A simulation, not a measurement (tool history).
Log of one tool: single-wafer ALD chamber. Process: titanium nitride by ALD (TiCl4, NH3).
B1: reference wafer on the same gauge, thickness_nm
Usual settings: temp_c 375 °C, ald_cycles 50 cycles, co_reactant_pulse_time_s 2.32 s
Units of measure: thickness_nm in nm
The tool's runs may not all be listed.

run 1 hour=0 | temp_c=375 ald_cycles=50 co_reactant_pulse_time_s=2.32 | B1=0.9 | thickness_nm=1.094
run 2 hour=92.1 | temp_c=375 ald_cycles=50 co_reactant_pulse_time_s=2.32 | B1=0.898 | thickness_nm=1.091
run 3 hour=184.7 | temp_c=375 ald_cycles=50 co_reactant_pulse_time_s=2.32 | B1=0.898 | thickness_nm=1.082
run 4 hour=222.6 | temp_c=375 ald_cycles=50 co_reactant_pulse_time_s=2.32 | B1=0.899 | thickness_nm=1.09
run 5 hour=259.7 | temp_c=366 ald_cycles=55 co_reactant_pulse_time_s=2.32 | B1=0.898 | thickness_nm=1.175
run 6 hour=343.5 | temp_c=366 ald_cycles=55 co_reactant_pulse_time_s=2.32 | B1=0.897 | thickness_nm=1.167
run 7 hour=427.9 | temp_c=375 ald_cycles=50 co_reactant_pulse_time_s=2.32 | B1=0.897 | thickness_nm=1.082
run 8 hour=479.2 | temp_c=375 ald_cycles=50 co_reactant_pulse_time_s=2.32 | B1=0.896 | thickness_nm=1.081
run 9 hour=541.9 | temp_c=375 ald_cycles=50 co_reactant_pulse_time_s=2.32 | B1=0.895 | thickness_nm=1.083
run 10 hour=621 | temp_c=375 ald_cycles=50 co_reactant_pulse_time_s=2.32 | B1=0.896 | thickness_nm=1.083
run 11 hour=707.6 | temp_c=375 ald_cycles=56 co_reactant_pulse_time_s=2.32 | B1=0.894 | thickness_nm=1.211
run 12 hour=743.8 | temp_c=365 ald_cycles=45 co_reactant_pulse_time_s=1.98 | B1=0.895 | thickness_nm=0.947
run 13 hour=841.5 | temp_c=386 ald_cycles=55 co_reactant_pulse_time_s=2 | B1=0.893 | thickness_nm=1.193
run 14 hour=931.3 | temp_c=366 ald_cycles=42 co_reactant_pulse_time_s=2.57 | B1=0.893 | thickness_nm=0.901
run 15 hour=1026.3 | temp_c=375 ald_cycles=50 co_reactant_pulse_time_s=2.32 | B1=0.892 | thickness_nm=1.073
-- hour=1040.7 showerhead replaced
run 16 hour=1108.2 | temp_c=386 ald_cycles=50 co_reactant_pulse_time_s=2.32 | B1=0.891 | thickness_nm=1.09
-- hour=1173.1 thermocouple changed; heater temperature recalibrated
run 17 hour=1190.1 | temp_c=380 ald_cycles=41 co_reactant_pulse_time_s=2.32 | B1=0.891 | thickness_nm=0.89
-- hour=1244.8 gauge calibrated
run 18 hour=1246.8 | temp_c=375 ald_cycles=50 co_reactant_pulse_time_s=2.32 | B1=0.9 | thickness_nm=1.089
run 19 hour=1334.3 | temp_c=371 ald_cycles=46 co_reactant_pulse_time_s=1.78 | B1=0.899 | thickness_nm=0.979
run 20 hour=1417.2 | temp_c=375 ald_cycles=50 co_reactant_pulse_time_s=2.32 | B1=0.898 | thickness_nm=1.085
run 21 hour=1504.2 | temp_c=368 ald_cycles=50 co_reactant_pulse_time_s=2.08 | B1=0.898 | thickness_nm=1.06
run 22 hour=1594.1 | temp_c=375 ald_cycles=41 co_reactant_pulse_time_s=1.98 | B1=0.897 | thickness_nm=0.88

5 options for the next run, each taken on its own from the tool as it stands now. Forecast them:
run A hour=1594.6 | temp_c=375 ald_cycles=50 co_reactant_pulse_time_s=2.32 | B1=? | thickness_nm=?
run B hour=1594.6 | temp_c=380 ald_cycles=55 co_reactant_pulse_time_s=2.32 | B1=? | thickness_nm=?
run C hour=1594.6 | temp_c=375 ald_cycles=50 co_reactant_pulse_time_s=2.69 | B1=? | thickness_nm=?
run D hour=1594.6 | temp_c=375 ald_cycles=53 co_reactant_pulse_time_s=2.32 | B1=? | thickness_nm=?
run E hour=1594.6 | temp_c=363 ald_cycles=54 co_reactant_pulse_time_s=1.66 | B1=? | thickness_nm=?

run=A B1=0.897 thickness_nm=1.089
run=B B1=0.897 thickness_nm=1.203
run=C B1=0.897 thickness_nm=1.099
run=D B1=0.897 thickness_nm=1.154
run=E B1=0.897 thickness_nm=1.113
With the hidden condition removed and each run's random variation left untouched, the same runs would have given:
run=A thickness_nm=1.092
run=B thickness_nm=1.207
run=C thickness_nm=1.102
run=D thickness_nm=1.157
run=E thickness_nm=1.117
